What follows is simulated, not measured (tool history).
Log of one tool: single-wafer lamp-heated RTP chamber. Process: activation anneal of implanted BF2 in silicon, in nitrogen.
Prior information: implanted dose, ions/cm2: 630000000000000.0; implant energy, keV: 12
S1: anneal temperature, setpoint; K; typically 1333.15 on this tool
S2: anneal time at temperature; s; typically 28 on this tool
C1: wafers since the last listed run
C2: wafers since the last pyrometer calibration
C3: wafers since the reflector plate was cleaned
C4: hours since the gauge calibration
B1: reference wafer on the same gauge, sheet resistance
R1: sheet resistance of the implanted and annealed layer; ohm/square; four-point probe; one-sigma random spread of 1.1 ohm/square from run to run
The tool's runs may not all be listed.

{"run": 1, "hour": 0.0, "S1": 1333.15, "S2": 32, "C1": 0, "C2": 2655, "C3": 5342, "C4": 739.7, "B1": 186.95, "R1": 199.92}
{"run": 2, "hour": 90.0, "S1": 1333.15, "S2": 28, "C1": 1367, "C2": 4023, "C3": 6710, "C4": 829.7, "B1": 187.08, "R1": 201.34}
{"hour": 197.9, "done": "reflector plate cleaned"}
{"run": 3, "hour": 198.4, "S1": 1356.15, "S2": 36, "C1": 1526, "C2": 5549, "C3": 7, "C4": 938.1, "B1": 186.78, "R1": 191.29}
{"run": 4, "hour": 260.1, "S1": 1356.15, "S2": 36, "C1": 937, "C2": 6487, "C3": 945, "C4": 999.8, "B1": 187.27, "R1": 193.04}
{"run": 5, "hour": 314.5, "S1": 1333.15, "S2": 28, "C1": 826, "C2": 7314, "C3": 1771, "C4": 1054.2, "B1": 187.17, "R1": 201.7}
{"hour": 350.7, "done": "pyrometer window cleaned and pyrometer calibrated"}
{"run": 6, "hour": 435.3, "S1": 1333.15, "S2": 28, "C1": 1714, "C2": 1286, "C3": 3486, "C4": 1175, "B1": 187.1, "R1": 201.81}
{"run": 7, "hour": 509.4, "S1": 1333.15, "S2": 40, "C1": 1126, "C2": 2412, "C3": 4612, "C4": 1249.1, "B1": 186.95, "R1": 195.32}
{"run": 8, "hour": 587.5, "S1": 1326.15, "S2": 28, "C1": 1187, "C2": 3599, "C3": 5799, "C4": 1327.2, "B1": 186.87, "R1": 204.51}
{"hour": 674.6, "done": "reflector plate cleaned"}
{"run": 9, "hour": 689.6, "S1": 1355.15, "S2": 28, "C1": 1430, "C2": 5029, "C3": 228, "C4": 1429.3, "B1": 186.78, "R1": 196.23}
{"run": 10, "hour": 731.5, "S1": 1355.15, "S2": 28, "C1": 636, "C2": 5666, "C3": 864, "C4": 1471.2, "B1": 186.9, "R1": 198.15}
{"run": 11, "hour": 779.2, "S1": 1355.15, "S2": 28, "C1": 725, "C2": 6391, "C3": 1589, "C4": 1518.9, "B1": 186.93, "R1": 195.3}
{"hour": 826.3, "done": "pyrometer window cleaned and pyrometer calibrated"}
{"run": 12, "hour": 826.8, "S1": 1333.15, "S2": 28, "C1": 601, "C2": 6, "C3": 2191, "C4": 1566.5, "B1": 187, "R1": 203.15}
{"run": 13, "hour": 888.6, "S1": 1333.15, "S2": 28, "C1": 939, "C2": 946, "C3": 3131, "C4": 1628.3, "B1": 187.1, "R1": 203.31}
{"run": 14, "hour": 947.0, "S1": 1333.15, "S2": 28, "C1": 887, "C2": 1833, "C3": 4018, "C4": 1686.7, "B1": 186.73, "R1": 200.8}
{"run": 15, "hour": 1054.7, "S1": 1333.15, "S2": 28, "C1": 1636, "C2": 3470, "C3": 5655, "C4": 1794.4, "B1": 187.02, "R1": 202.02}
{"run": 16, "hour": 1116.9, "S1": 1318.15, "S2": 43, "C1": 945, "C2": 4416, "C3": 6601, "C4": 1856.6, "B1": 187.01, "R1": 200.53}
{"hour": 1157.0, "done": "reflector plate cleaned"}
{"run": 17, "hour": 1180.0, "S1": 1333.15, "S2": 11, "C1": 837, "C2": 5253, "C3": 349, "C4": 1919.7, "B1": 187.02, "R1": 223.28}
{"run": 18, "hour": 1243.9, "S1": 1333.15, "S2": 28, "C1": 971, "C2": 6225, "C3": 1320, "C4": 1983.6, "B1": 186.97, "R1": 205.55}
{"hour": 1270.5, "done": "pyrometer window cleaned and pyrometer calibrated"}
{"run": 19, "hour": 1287.7, "S1": 1306.15, "S2": 12, "C1": 544, "C2": 261, "C3": 1864, "C4": 2027.4, "B1": 186.96, "R1": 245.37}
{"hour": 1549.7, "done": "gauge calibrated"}
{"run": 20, "hour": 1587.0, "S1": 1333.15, "S2": 28, "C1": 4549, "C2": 4810, "C3": 6413, "C4": 37.3, "B1": 186.92, "R1": 199.21}
{"run": 21, "hour": 1665.1, "S1": 1341.15, "S2": 28, "C1": 1187, "C2": 5997, "C3": 7600, "C4": 115.4, "B1": 186.99, "R1": 197.67}
{"hour": 1712.7, "done": "pyrometer window cleaned and pyrometer calibrated"}
{"run": 22, "hour": 1716.8, "S1": 1343.15, "S2": 28, "C1": 664, "C2": 62, "C3": 8265, "C4": 167.1, "B1": 187, "R1": 195.21}
{"hour": 1725.0, "done": "reflector plate cleaned"}
{"run": 23, "hour": 1781.1, "S1": 1348.15, "S2": 41, "C1": 855, "C2": 917, "C3": 852, "C4": 231.4, "B1": 187.19, "R1": 192.9}
{"run": 24, "hour": 1973.0, "S1": 1350.15, "S2": 15, "C1": 2916, "C2": 3834, "C3": 3769, "C4": 423.3, "B1": 187.1, "R1": 206.26}
{"run": 25, "hour": 2075.4, "S1": 1308.15, "S2": 40, "C1": 1556, "C2": 5391, "C3": 5325, "C4": 525.7, "B1": 186.98, "R1": 207.69}
{"hour": 2114.8, "done": "pyrometer window cleaned and pyrometer calibrated"}
{"run": 26, "hour": 2130.3, "S1": 1333.15, "S2": 34, "C1": 712, "C2": 236, "C3": 6038, "C4": 580.6, "B1": 186.92, "R1": 199.46}
{"hour": 2208.0, "done": "reflector plate cleaned"}
{"run": 27, "hour": 2218.8, "S1": 1324.15, "S2": 13, "C1": 1223, "C2": 1459, "C3": 163, "C4": 669.1, "B1": 186.88, "R1": 227.69}
{"run": 28, "hour": 2282.7, "S1": 1360.15, "S2": 12, "C1": 971, "C2": 2431, "C3": 1134, "C4": 733, "B1": 187.22, "R1": 204.15}
{"run": 29, "hour": 2335.5, "S1": 1350.15, "S2": 23, "C1": 802, "C2": 3233, "C3": 1937, "C4": 785.8, "B1": 187.15, "R1": 200.37}

Branching from run 29: 3 alternative next runs. What would each branch give?
{"run": "A", "hour": 2335.9, "S1": 1333.15, "S2": 44, "C1": 6, "C2": 3239, "C3": 1943, "C4": 786.2, "B1": "?", "R1": "?"}
{"run": "B", "hour": 2335.9, "S1": 1308.15, "S2": 11, "C1": 6, "C2": 3239, "C3": 1943, "C4": 786.2, "B1": "?", "R1": "?"}
{"run": "C", "hour": 2335.9, "S1": 1325.15, "S2": 19, "C1": 6, "C2": 3239, "C3": 1943, "C4": 786.2, "B1": "?", "R1": "?"}

run=A B1=186.87 R1=196.82
run=B B1=186.87 R1=246.8
run=C B1=186.87 R1=217.47
With the hidden condition removed and each run's random variation left untouched, the same runs would have given:
run=A R1=197.72
run=B R1=249.26
run=C R1=219.34
